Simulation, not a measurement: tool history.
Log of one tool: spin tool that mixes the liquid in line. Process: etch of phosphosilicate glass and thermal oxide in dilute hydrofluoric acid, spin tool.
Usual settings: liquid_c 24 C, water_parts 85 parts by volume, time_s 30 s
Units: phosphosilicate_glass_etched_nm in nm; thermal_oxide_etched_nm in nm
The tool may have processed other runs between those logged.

run	day	liquid_c	water_parts	time_s	read-back film thickness of the phosphosilicate glass reference wafer, read on the same gauge (nm)	read-back film thickness of the thermal oxide reference wafer, read on the same gauge (nm)	phosphosilicate_glass_etched_nm	thermal_oxide_etched_nm
1	0.000	24	85	30	30.06	39.984	51.15	1.814
2	0.958	24	85	30	29.97	40.004	50.66	1.752
3	1.542	24	85	30	30.02	39.994	50.58	1.776
4	2.162	24	85	30	29.98	40.012	50.92	1.735
5	2.725	24	85	30	30.05	39.988	50.79	1.776
6	3.717	24	85	30	29.96	39.970	50.44	1.776
7	4.608	24	85	30	29.97	39.997	50.34	1.736
8	5.550	26	85	45	30.03	40.011	82.00	2.783
# day 6.300: hydrofluoric acid flow meter replaced
# day 6.400: gauge calibrated
9	6.992	24	85	30	30.05	40.008	50.57	1.708

Run 10 is up next; what results do you expect?
10	7.854	24	75	30	?	?	?	?

For run 10 the tool returned read-back film thickness of the phosphosilicate glass reference wafer, read on the same gauge (nm) 30.04, read-back film thickness of the thermal oxide reference wafer, read on the same gauge (nm) 39.950, phosphosilicate_glass_etched_nm 56.72 nm, thermal_oxide_etched_nm 1.968 nm.
With no hidden state in the tool, this same run would have given phosphosilicate_glass_etched_nm 62.48 nm, thermal_oxide_etched_nm 2.168 nm.
